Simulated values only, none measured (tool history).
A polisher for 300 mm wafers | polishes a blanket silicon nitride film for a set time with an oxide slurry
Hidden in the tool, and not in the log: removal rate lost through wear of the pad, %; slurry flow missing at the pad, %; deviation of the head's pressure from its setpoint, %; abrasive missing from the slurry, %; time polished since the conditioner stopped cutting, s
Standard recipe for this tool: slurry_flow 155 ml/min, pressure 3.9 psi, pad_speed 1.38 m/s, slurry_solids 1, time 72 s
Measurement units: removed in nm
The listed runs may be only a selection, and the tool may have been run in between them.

| run | hour | slurry_flow | pressure | pad_speed | slurry_solids | time | wafers since the last listed run | wafers polished on this pad | hours since the slurry nozzle was cleaned | hours since the head pressure was calibrated | hours since the slurry blender was calibrated | hours since the conditioning disc was replaced | incoming thickness of the incoming film, nm | removed |
|---|---|---|---|---|---|---|---|---|---|---|---|---|---|---|
| 1 | 0 | 155 | 3.9 | 1.38 | 1 | 91 | 0 | 1876 | 322.7 | 335.5 | 416.6 | 97.9 | 395.6 | 85.8 |
| 2 | 78.6 | 155 | 3.9 | 1.38 | 1 | 91 | 456 | 2332 | 401.3 | 414.1 | 495.2 | 176.5 | 390.3 | 87.4 |
|  | 132.6 | slurry blender recalibrated |
|  | 149.1 | worn pad replaced by a new one |
| 3 | 193 | 155 | 3.9 | 1.38 | 1.1 | 72 | 629 | 254 | 515.7 | 528.5 | 60.4 | 290.9 | 382 | 69.4 |
|  | 204.4 | head pressure recalibrated |
|  | 235.4 | slurry nozzle cleaned |
| 4 | 269.2 | 155 | 3.9 | 1.38 | 1.1 | 72 | 425 | 679 | 33.8 | 64.8 | 136.6 | 367.1 | 388.1 | 69.3 |
| 5 | 322.1 | 155 | 3.9 | 1.38 | 1.1 | 72 | 307 | 986 | 86.7 | 117.7 | 189.5 | 420 | 386.4 | 69.4 |
| 6 | 403.7 | 125 | 3.9 | 1.38 | 1 | 72 | 473 | 1460 | 168.3 | 199.3 | 271.1 | 501.6 | 387 | 63.9 |
| 7 | 494.5 | 125 | 3.9 | 1.38 | 1 | 72 | 527 | 1988 | 259.1 | 290.1 | 361.9 | 592.4 | 385.8 | 64.8 |
|  | 503.3 | conditioning disc replaced and pad reconditioned |
| 8 | 557.6 | 120 | 3.2 | 1.1 | 1 | 80 | 354 | 2342 | 322.2 | 353.2 | 425 | 54.3 | 396.9 | 51.4 |
|  | 591.9 | slurry blender recalibrated |
| 9 | 604.1 | 175 | 3.9 | 1.38 | 1 | 72 | 258 | 2601 | 368.7 | 399.7 | 12.2 | 100.8 | 387.8 | 68.6 |
|  | 624.1 | worn pad replaced by a new one |
| 10 | 648 | 155 | 4.5 | 1.38 | 1 | 64 | 231 | 138 | 412.6 | 443.6 | 56.1 | 144.7 | 390.4 | 68.7 |
|  | 665.9 | head pressure recalibrated |
| 11 | 743.4 | 155 | 3.9 | 1.38 | 1 | 72 | 542 | 680 | 508 | 77.5 | 151.5 | 240.1 | 397.9 | 66.6 |
|  | 808.4 | slurry nozzle cleaned |
| 12 | 848.1 | 155 | 2.8 | 1.38 | 1 | 72 | 602 | 1283 | 39.7 | 182.2 | 256.2 | 344.8 | 389.1 | 49.3 |
| 13 | 950 | 155 | 3.9 | 1.6 | 1 | 89 | 591 | 1874 | 141.6 | 284.1 | 358.1 | 446.7 | 392.9 | 89.8 |
| 14 | 1031.7 | 155 | 3.9 | 1.38 | 1.15 | 72 | 474 | 2349 | 223.3 | 365.8 | 439.8 | 528.4 | 383.5 | 70.9 |
|  | 1036.7 | conditioning disc replaced and pad reconditioned |
| 15 | 1090.9 | 155 | 3.9 | 1.38 | 1.25 | 72 | 332 | 2681 | 282.5 | 425 | 499 | 54.2 | 388.2 | 71.9 |
|  | 1185.6 | slurry blender recalibrated |
| 16 | 1193.3 | 120 | 3.9 | 1.38 | 1 | 72 | 582 | 3264 | 384.9 | 527.4 | 7.7 | 156.6 | 399 | 62.6 |
|  | 1223.3 | worn pad replaced by a new one |
| 17 | 1264.1 | 155 | 3.9 | 1.38 | 1.1 | 72 | 387 | 237 | 455.7 | 598.2 | 78.5 | 227.4 | 390.4 | 69.4 |
|  | 1268.2 | head pressure recalibrated |
| 18 | 1322.7 | 205 | 3.1 | 1.38 | 1 | 72 | 328 | 565 | 514.3 | 54.5 | 137.1 | 286 | 389.2 | 56.7 |
|  | 1359.3 | slurry nozzle cleaned |
| 19 | 1382.2 | 195 | 3.9 | 1.38 | 1 | 72 | 339 | 905 | 22.9 | 114 | 196.6 | 345.5 | 388.2 | 69.6 |
| 20 | 1469.7 | 155 | 3.9 | 1.38 | 1 | 72 | 508 | 1413 | 110.4 | 201.5 | 284.1 | 433 | 397 | 67.6 |
| 21 | 1574.1 | 175 | 3.1 | 1.38 | 1.3 | 72 | 606 | 2019 | 214.8 | 305.9 | 388.5 | 537.4 | 392.5 | 59.1 |
|  | 1593.1 | conditioning disc replaced and pad reconditioned |
| 22 | 1676.1 | 130 | 3.9 | 1.38 | 0.75 | 49 | 580 | 2600 | 316.8 | 407.9 | 490.5 | 83 | 395.9 | 41.3 |
| 23 | 1714.1 | 155 | 4.9 | 1.38 | 1 | 72 | 220 | 2821 | 354.8 | 445.9 | 528.5 | 121 | 385.5 | 85.1 |
|  | 1752.7 | worn pad replaced by a new one |
|  | 1794.4 | head pressure recalibrated |
|  | 1805.3 | slurry blender recalibrated |
| 24 | 1808.7 | 155 | 3.9 | 0.92 | 1 | 84 | 502 | 302 | 449.4 | 14.3 | 3.4 | 215.6 | 396.4 | 61 |
|  | 1827.6 | slurry nozzle cleaned |
| 25 | 1863.2 | 205 | 3.1 | 1.38 | 1 | 72 | 310 | 612 | 35.6 | 68.8 | 57.9 | 270.1 | 391.9 | 56.1 |

Predict each of these 4 candidate next runs independently; none follows another, all start after run 25:
| A | 1863.7 | 155 | 3.9 | 1.24 | 1 | 72 | 2 | 615 | 36.1 | 69.3 | 58.4 | 270.6 | 388.9 | ? |
| B | 1863.7 | 155 | 3 | 1.38 | 0.8 | 56 | 2 | 615 | 36.1 | 69.3 | 58.4 | 270.6 | 388.9 | ? |
| C | 1863.7 | 105 | 3.5 | 1.38 | 1 | 72 | 2 | 615 | 36.1 | 69.3 | 58.4 | 270.6 | 388.9 | ? |
| D | 1863.7 | 155 | 3.9 | 1.38 | 1 | 94 | 2 | 615 | 36.1 | 69.3 | 58.4 | 270.6 | 388.9 | ? |

| run | removed |
|---|---|
| A | 62.8 |
| B | 37.7 |
| C | 55.1 |
| D | 87.7 |
What these runs would have given with no unlogged condition in the tool:
| run | removed |
|---|---|
| A | 62.8 |
| B | 37.7 |
| C | 55.1 |
| D | 87.7 |
